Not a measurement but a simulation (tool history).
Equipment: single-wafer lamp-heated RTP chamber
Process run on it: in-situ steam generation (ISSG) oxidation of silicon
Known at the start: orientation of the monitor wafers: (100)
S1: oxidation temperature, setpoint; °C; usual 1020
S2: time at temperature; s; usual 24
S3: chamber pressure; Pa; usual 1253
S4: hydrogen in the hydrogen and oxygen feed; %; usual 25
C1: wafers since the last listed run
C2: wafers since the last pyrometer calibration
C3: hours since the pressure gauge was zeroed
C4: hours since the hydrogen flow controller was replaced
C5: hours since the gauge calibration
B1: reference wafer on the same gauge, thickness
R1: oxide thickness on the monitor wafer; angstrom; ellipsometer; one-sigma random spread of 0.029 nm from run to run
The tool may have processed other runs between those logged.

run 1 hour=0 | S1=1020 S2=31 S3=1253 S4=25 | C1=0 C2=1901 C3=2378.8 C4=6053.4 C5=81.3 | B1=7.209 | R1=81.05
run 2 hour=11.7 | S1=1020 S2=24 S3=1133 S4=28 | C1=94 C2=1996 C3=2390.5 C4=6065.1 C5=93 | B1=7.198 | R1=73.79
run 3 hour=27.3 | S1=1020 S2=24 S3=1133 S4=28 | C1=126 C2=2123 C3=2406.1 C4=6080.7 C5=108.6 | B1=7.2 | R1=74.44
run 4 hour=44.2 | S1=1009 S2=24 S3=1253 S4=25 | C1=136 C2=2259 C3=2423 C4=6097.6 C5=125.5 | B1=7.197 | R1=67.64
run 5 hour=51.3 | S1=1009 S2=24 S3=1253 S4=25 | C1=57 C2=2317 C3=2430.1 C4=6104.7 C5=132.6 | B1=7.197 | R1=67.17
run 6 hour=67.5 | S1=1009 S2=24 S3=1253 S4=25 | C1=131 C2=2448 C3=2446.3 C4=6120.9 C5=148.8 | B1=7.205 | R1=67.55
-- hour=114.4 hydrogen flow controller replaced
-- hour=114.5 gauge calibrated
run 7 hour=114.9 | S1=1029 S2=24 S3=1253 S4=27 | C1=319 C2=2768 C3=2493.7 C4=0.5 C5=0.4 | B1=7.197 | R1=76.76
-- hour=139.1 pyrometer window cleaned and pyrometer calibrated
-- hour=149 pressure gauge zeroed
run 8 hour=159.7 | S1=1029 S2=24 S3=1253 S4=27 | C1=233 C2=102 C3=10.7 C4=45.3 C5=45.2 | B1=7.206 | R1=72.84
run 9 hour=166.7 | S1=1020 S2=20 S3=1133 S4=25 | C1=56 C2=159 C3=17.7 C4=52.3 C5=52.2 | B1=7.197 | R1=63.26
run 10 hour=183.4 | S1=1020 S2=24 S3=1253 S4=17 | C1=135 C2=294 C3=34.4 C4=69 C5=68.9 | B1=7.2 | R1=63.49
run 11 hour=190.8 | S1=1033 S2=15 S3=1253 S4=21 | C1=59 C2=354 C3=41.8 C4=76.4 C5=76.3 | B1=7.202 | R1=56.27
run 12 hour=202.4 | S1=1020 S2=24 S3=1253 S4=25 | C1=93 C2=448 C3=53.4 C4=88 C5=87.9 | B1=7.2 | R1=69.24
run 13 hour=212 | S1=1033 S2=15 S3=1253 S4=21 | C1=77 C2=526 C3=63 C4=97.6 C5=97.5 | B1=7.197 | R1=56.13
run 14 hour=222.7 | S1=1036 S2=24 S3=1253 S4=17 | C1=86 C2=612 C3=73.7 C4=108.3 C5=108.2 | B1=7.197 | R1=69.08
run 15 hour=237.8 | S1=1014 S2=24 S3=1360 S4=25 | C1=122 C2=735 C3=88.8 C4=123.4 C5=123.3 | B1=7.2 | R1=66.8
run 16 hour=249.9 | S1=1011 S2=17 S3=1320 S4=29 | C1=98 C2=833 C3=100.9 C4=135.5 C5=135.4 | B1=7.203 | R1=57.92
run 17 hour=262.4 | S1=1020 S2=16 S3=1253 S4=25 | C1=101 C2=934 C3=113.4 C4=148 C5=147.9 | B1=7.198 | R1=57.37
run 18 hour=278.8 | S1=1020 S2=24 S3=1080 S4=25 | C1=132 C2=1067 C3=129.8 C4=164.4 C5=164.3 | B1=7.206 | R1=70.92
-- hour=286.4 gauge calibrated
run 19 hour=291.2 | S1=1020 S2=19 S3=1360 S4=25 | C1=100 C2=1167 C3=142.2 C4=176.8 C5=4.8 | B1=7.197 | R1=61.75

4 ways to go on from here, each from the tool as it stands after run 19. What would each give?
run A hour=291.6 | S1=1012 S2=24 S3=1253 S4=25 | C1=3 C2=1171 C3=142.6 C4=177.2 C5=5.2 | B1=? | R1=?
run B hour=291.6 | S1=1009 S2=15 S3=1347 S4=32 | C1=3 C2=1171 C3=142.6 C4=177.2 C5=5.2 | B1=? | R1=?
run C hour=291.6 | S1=1009 S2=24 S3=1160 S4=25 | C1=3 C2=1171 C3=142.6 C4=177.2 C5=5.2 | B1=? | R1=?
run D hour=291.6 | S1=1005 S2=24 S3=1360 S4=19 | C1=3 C2=1171 C3=142.6 C4=177.2 C5=5.2 | B1=? | R1=?

run=A B1=7.21 R1=67.37
run=B B1=7.21 R1=55.44
run=C B1=7.21 R1=67.07
run=D B1=7.21 R1=60.62
The same runs, with their run-to-run variation unchanged, on a tool lacking any hidden condition would have given:
run=A R1=65.32
run=B R1=53.98
run=C R1=65.07
run=D R1=58.85

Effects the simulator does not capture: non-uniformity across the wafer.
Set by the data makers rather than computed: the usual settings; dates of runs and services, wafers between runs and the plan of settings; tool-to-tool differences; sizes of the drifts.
